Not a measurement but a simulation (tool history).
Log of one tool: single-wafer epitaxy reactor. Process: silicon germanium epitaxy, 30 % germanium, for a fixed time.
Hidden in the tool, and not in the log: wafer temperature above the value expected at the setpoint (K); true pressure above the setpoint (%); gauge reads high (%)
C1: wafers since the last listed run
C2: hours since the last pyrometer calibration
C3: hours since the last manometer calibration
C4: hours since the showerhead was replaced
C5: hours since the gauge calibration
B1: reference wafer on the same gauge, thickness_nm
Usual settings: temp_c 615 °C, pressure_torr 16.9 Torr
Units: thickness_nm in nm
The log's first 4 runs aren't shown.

Run 5, day 1.867: usual settings; C1 157; C2 959.5; C3 2008.9; C4 7750.5; C5 159.6; B1 65.182. Result: thickness_nm 75.210 nm.
Run 6, day 2.388: usual settings; C1 236; C2 972.0; C3 2021.4; C4 7763.0; C5 172.1; B1 65.293. Result: thickness_nm 75.844 nm.
Run 7, day 2.792: usual settings but pressure_torr 14.7 Torr; C1 183; C2 981.7; C3 2031.1; C4 7772.7; C5 181.8; B1 65.326. Result: thickness_nm 69.133 nm.
Run 8, day 3.083: usual settings; C1 132; C2 988.7; C3 2038.1; C4 7779.7; C5 188.8; B1 65.236. Result: thickness_nm 75.320 nm.
Run 9, day 3.362: usual settings; C1 126; C2 995.4; C3 2044.8; C4 7786.4; C5 195.5; B1 65.295. Result: thickness_nm 76.050 nm.
Run 10, day 3.850: usual settings; C1 221; C2 1007.1; C3 2056.5; C4 7798.1; C5 207.2; B1 65.311. Result: thickness_nm 76.204 nm.
At day 4.392: showerhead replaced.
Run 11, day 4.412: usual settings; C1 104; C2 1020.6; C3 2070.0; C4 0.5; C5 220.7; B1 65.313. Result: thickness_nm 76.083 nm.
Run 12, day 4.767: usual settings but temp_c 605 °C, pressure_torr 20.1 Torr; C1 160; C2 1029.1; C3 2078.5; C4 9.0; C5 229.2; B1 65.320. Result: thickness_nm 71.163 nm.
Run 13, day 5.408: usual settings; C1 291; C2 1044.5; C3 2093.9; C4 24.4; C5 244.6; B1 65.399. Result: thickness_nm 75.363 nm.
Run 14, day 5.738: usual settings; C1 149; C2 1052.4; C3 2101.8; C4 32.3; C5 252.5; B1 65.273. Result: thickness_nm 75.512 nm.
Run 15, day 6.204: usual settings; C1 211; C2 1063.6; C3 2113.0; C4 43.5; C5 263.7; B1 65.284. Result: thickness_nm 75.991 nm.

Forecast run 16:
At day 7.200: pyrometer calibrated.
Run 16, day 7.221: usual settings; C1 310; C2 0.5; C3 2137.4; C4 67.9; C5 288.1; B1 ?. Result: thickness_nm ?.

B1: 65.272
thickness_nm: 67.938 nm
Without the tool's hidden state the same run would have given thickness_nm 68.070 nm.

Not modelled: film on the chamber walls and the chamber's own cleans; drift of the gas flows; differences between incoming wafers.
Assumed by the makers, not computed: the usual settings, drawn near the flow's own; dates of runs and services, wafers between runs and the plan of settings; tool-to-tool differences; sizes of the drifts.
